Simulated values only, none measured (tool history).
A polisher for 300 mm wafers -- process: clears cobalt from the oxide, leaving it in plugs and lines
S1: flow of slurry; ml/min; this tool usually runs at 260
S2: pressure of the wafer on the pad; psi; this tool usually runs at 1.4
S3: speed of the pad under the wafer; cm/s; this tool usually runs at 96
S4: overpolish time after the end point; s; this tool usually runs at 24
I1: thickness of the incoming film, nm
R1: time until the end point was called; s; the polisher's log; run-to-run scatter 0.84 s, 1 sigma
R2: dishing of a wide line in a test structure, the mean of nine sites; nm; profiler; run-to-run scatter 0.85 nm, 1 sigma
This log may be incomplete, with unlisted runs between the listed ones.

run,day,S1,S2,S3,S4,I1,R1,R2
1,0.000,260,1.4,96,24,282.5,72.3,51.0
# day 1.100: worn pad replaced by a new one
2,1.612,260,1.4,96,24,279.8,70.9,49.7
# day 2.588: slurry nozzle cleaned
3,4.392,260,1.4,96,24,283.0,72.8,48.5
# day 6.021: worn pad replaced by a new one
4,7.333,320,1.4,96,24,279.5,70.4,49.4
5,8.696,320,1.4,96,24,282.0,71.6,52.6
# day 11.375: worn pad replaced by a new one
6,11.396,320,1.4,96,24,281.2,69.3,50.6
# day 12.042: head pressure recalibrated
7,12.792,260,1.4,96,24,283.1,71.3,50.8
8,14.792,260,1.4,96,24,281.4,71.1,50.9

Estimate the outcome of run 9 from the log above:
9,16.583,260,1.2,80,24,276.2,?,?

Run 9 measured R1 99.6 s, R2 42.7 nm.
On a tool with no hidden condition, and with the same random variation, this run would have come out at R1 99.6 s, R2 42.7 nm.
